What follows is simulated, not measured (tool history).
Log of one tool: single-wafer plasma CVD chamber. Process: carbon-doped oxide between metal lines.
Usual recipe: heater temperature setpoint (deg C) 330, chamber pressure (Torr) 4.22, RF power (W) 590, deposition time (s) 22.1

run    hour  heater temperature setpoint (deg C)  chamber pressure (Torr)  RF power (W)  deposition time (s)  wafers since the last listed run  hours since the last thermocouple change  hours since the last RF generator calibration  hours since the last manometer calibration  hours since the showerhead was replaced  hours since the gauge calibration  read-back reference wafer on the same gauge, thickness_nm  mean film thickness on the monitor wafer (angstrom)
  1     0.0                                  330                     4.22           590                 22.1                                 0                                     557.7                                          560.8                                       747.4                                   5858.7                              369.8                                                    134.845                                              1383.20
  2   245.5                                  330                     4.22           590                 22.1                              7033                                     803.2                                          806.3                                       992.9                                   6104.2                              615.3                                                    135.020                                              1375.20
  3   307.0                                  330                     4.22           590                 22.1                              1762                                     864.7                                          867.8                                      1054.4                                   6165.7                              676.8                                                    135.330                                              1373.11
  4   398.8                                  330                     4.22           530                 22.1                              2630                                     956.5                                          959.6                                      1146.2                                   6257.5                              768.6                                                    135.233                                              1323.26
  5   471.2                                  330                     4.22           590                 22.1                              2074                                    1028.9                                         1032.0                                      1218.6                                   6329.9                              841.0                                                    134.956                                              1369.95
  6   516.2                                  330                     4.22           590                 22.1                              1289                                    1073.9                                         1077.0                                      1263.6                                   6374.9                              886.0                                                    134.939                                              1369.38
      533.7  -- RF generator calibrated
  7   614.2                                  330                     4.22           590                 22.1                              2578                                    1171.9                                           80.5                                      1361.6                                   6472.9                              984.0                                                    134.962                                              1395.17
  8   701.8                                  330                     4.22           590                 22.1                              2509                                    1259.5                                          168.1                                      1449.2                                   6560.5                             1071.6                                                    135.157                                              1387.44
  9   772.4                                  339                     4.22           590                 24.7                              2022                                    1330.1                                          238.7                                      1519.8                                   6631.1                             1142.2                                                    134.984                                              1495.49
      777.1  -- gauge calibrated
 10   841.2                                  340                     5.08           485                 19.8                              1971                                    1398.9                                          307.5                                      1588.6                                   6699.9                               64.1                                                    135.156                                              1154.67
      868.5  -- showerhead replaced
 11   945.9                                  330                     5.27           590                 19.0                              2770                                    1503.6                                          412.2                                      1693.3                                     77.4                              168.8                                                    135.111                                              1220.51
 12  1000.9                                  337                     4.22           590                 22.1                              1575                                    1558.6                                          467.2                                      1748.3                                    132.4                              223.8                                                    134.802                                              1327.05
 13  1055.5                                  330                     5.03           590                 22.1                              1564                                    1613.2                                          521.8                                      1802.9                                    187.0                              278.4                                                    134.907                                              1389.92
     1064.3  -- thermocouple changed; heater temperature recalibrated
     1118.1  -- capacitance manometer re-zeroed and calibrated
 14  1118.6                                  330                     4.22           590                 22.1                              1349                                      54.3                                          584.9                                         0.5                                    250.1                              341.5                                                    134.950                                              1383.50
 15  1324.7                                  330                     4.22           590                 25.2                              5905                                     260.4                                          791.0                                       206.6                                    456.2                              547.6                                                    134.965                                              1563.54
 16  1361.3                                  330                     4.22           590                 22.1                              1048                                     297.0                                          827.6                                       243.2                                    492.8                              584.2                                                    135.038                                              1375.59
 17  1421.0                                  343                     4.22           705                 22.1                              1710                                     356.7                                          887.3                                       302.9                                    552.5                              643.9                                                    134.945                                              1389.25

Forecast each of these 3 alternatives for the next run:
  A  1421.4                                  340                     4.22           590                 22.1                                11                                     357.1                                          887.7                                       303.3                                    552.9                              644.3                                                          ?                                                    ?
  B  1421.4                                  330                     3.75           590                 19.3                                11                                     357.1                                          887.7                                       303.3                                    552.9                              644.3                                                          ?                                                    ?
  C  1421.4                                  334                     4.22           590                 22.1                                11                                     357.1                                          887.7                                       303.3                                    552.9                              644.3                                                          ?                                                    ?

run  read-back reference wafer on the same gauge, thickness_nm  mean film thickness on the monitor wafer (angstrom)
  A                                                    134.942                                              1327.18
  B                                                    134.942                                              1188.02
  C                                                    134.942                                              1355.97
With no hidden state in the tool, these same runs would have given:
run  mean film thickness on the monitor wafer (angstrom)
  A                                              1373.09
  B                                              1230.04
  C                                              1403.78

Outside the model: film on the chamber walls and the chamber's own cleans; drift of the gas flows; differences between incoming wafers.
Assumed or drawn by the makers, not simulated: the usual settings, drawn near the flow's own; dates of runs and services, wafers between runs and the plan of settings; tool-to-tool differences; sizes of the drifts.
